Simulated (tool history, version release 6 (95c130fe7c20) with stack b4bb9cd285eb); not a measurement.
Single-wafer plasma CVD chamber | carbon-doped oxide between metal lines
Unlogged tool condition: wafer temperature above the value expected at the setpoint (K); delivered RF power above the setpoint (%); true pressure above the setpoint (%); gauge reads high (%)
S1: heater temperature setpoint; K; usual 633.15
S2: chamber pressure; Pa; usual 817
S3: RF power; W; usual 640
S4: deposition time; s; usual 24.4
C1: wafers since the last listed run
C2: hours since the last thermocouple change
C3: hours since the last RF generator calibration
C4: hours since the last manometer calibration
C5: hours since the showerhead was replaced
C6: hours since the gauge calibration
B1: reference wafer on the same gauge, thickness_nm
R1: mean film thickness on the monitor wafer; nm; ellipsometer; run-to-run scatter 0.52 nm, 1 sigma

run	day	S1	S2	S3	S4	C1	C2	C3	C4	C5	C6	B1	R1
1	0	633.15	817	640	24.4	0	2080.4	1151.9	1460.2	3641.2	522	119.253	137.297
2	0.817	633.15	817	640	24.4	312	2100	1171.5	1479.8	3660.8	541.6	118.954	137.271
3	1.317	633.15	817	640	24.4	191	2112	1183.5	1491.8	3672.8	553.6	118.904	137.47
# day 2.354: thermocouple changed; heater temperature recalibrated
4	2.375	633.15	817	640	24.4	277	0.5	1208.9	1517.2	3698.2	579	118.961	137.921
5	3.271	633.15	817	640	24.4	342	22	1230.4	1538.7	3719.7	600.5	118.999	137.723
6	4.229	633.15	817	640	24.4	366	45	1253.4	1561.7	3742.7	623.5	119.036	137.517
7	5.267	633.15	817	640	24.4	397	69.9	1278.3	1586.6	3767.6	648.4	118.989	137.345
8	5.888	633.15	817	640	24.4	237	84.8	1293.2	1601.5	3782.5	663.3	119.209	136.329
# day 7.438: RF generator calibrated
9	7.458	633.15	872	640	27.7	473	122.5	0.5	1639.2	3820.2	701	119.129	161.42
10	8.617	633.15	817	640	24.4	443	150.3	28.3	1667	3848	728.8	118.767	140.405
11	10.088	633.15	817	640	23.1	562	185.6	63.6	1702.3	3883.3	764.1	119	133.903
12	11.004	633.15	817	640	24.4	350	207.6	85.6	1724.3	3905.3	786.1	118.956	140.72
13	11.875	633.15	633	640	24.4	333	228.5	106.5	1745.2	3926.2	807	119.034	133.002
14	12.962	633.15	1020	680	24.4	416	254.6	132.6	1771.3	3952.3	833.1	119.029	148.554
15	14.358	629.15	692	560	22.5	534	288.1	166.1	1804.8	3985.8	866.6	118.941	120.487
16	15.638	629.15	692	560	22.5	489	318.8	196.8	1835.5	4016.5	897.3	119.056	120.604
17	16.488	623.15	817	640	24.4	325	339.2	217.2	1855.9	4036.9	917.7	118.917	143.995
18	17.954	628.15	936	730	26.2	561	374.4	252.4	1891.1	4072.1	952.9	119.03	164.317
# day 19.188: capacitance manometer re-zeroed and calibrated
19	19.208	633.15	817	640	23.1	352	404.5	282.5	0.5	4102.2	983	118.876	133.672
# day 19.712: gauge calibrated
20	19.958	633.15	756	640	26.7	287	422.5	300.5	18.5	4120.2	5.9	118.933	151.731
# day 20.617: showerhead replaced
21	20.642	633.15	655	690	24.4	133	438.9	316.9	34.9	0.6	22.3	118.976	138.39
22	21.908	633.15	817	640	24.4	484	469.3	347.3	65.3	31	52.7	118.859	140.908
23	23.175	633.15	817	640	24.4	484	499.7	377.7	95.7	61.4	83.1	119.084	139.724
24	24.579	633.15	817	640	24.4	537	533.4	411.4	129.4	95.1	116.8	118.999	139.673
25	25.271	633.15	977	705	24.4	264	550	428	146	111.7	133.4	118.887	148.934
26	26.462	633.15	872	640	27.7	456	578.6	456.6	174.6	140.3	162	118.849	160.027
27	27.612	633.15	817	640	21.9	440	606.2	484.2	202.2	167.9	189.6	119.119	125.656
28	28.338	644.15	1009	755	25.7	277	623.6	501.6	219.6	185.3	207	118.952	157.637
29	29.054	633.15	817	750	25.7	274	640.8	518.8	236.8	202.5	224.2	119.101	156.081

Below are 3 alternative next runs, each starting from the tool's condition after run 29. Predict each:
A	29.071	633.15	817	640	23	6	641.2	519.2	237.2	202.9	224.6	?	?
B	29.071	643.15	817	640	24.4	6	641.2	519.2	237.2	202.9	224.6	?	?
C	29.071	642.15	903	570	25.8	6	641.2	519.2	237.2	202.9	224.6	?	?

run	B1	R1
A	119.157	131.478
B	119.157	136.297
C	119.157	139.295
With no hidden state in the tool, these same runs would have given:
run	R1
A	134.144
B	139.061
C	142.12
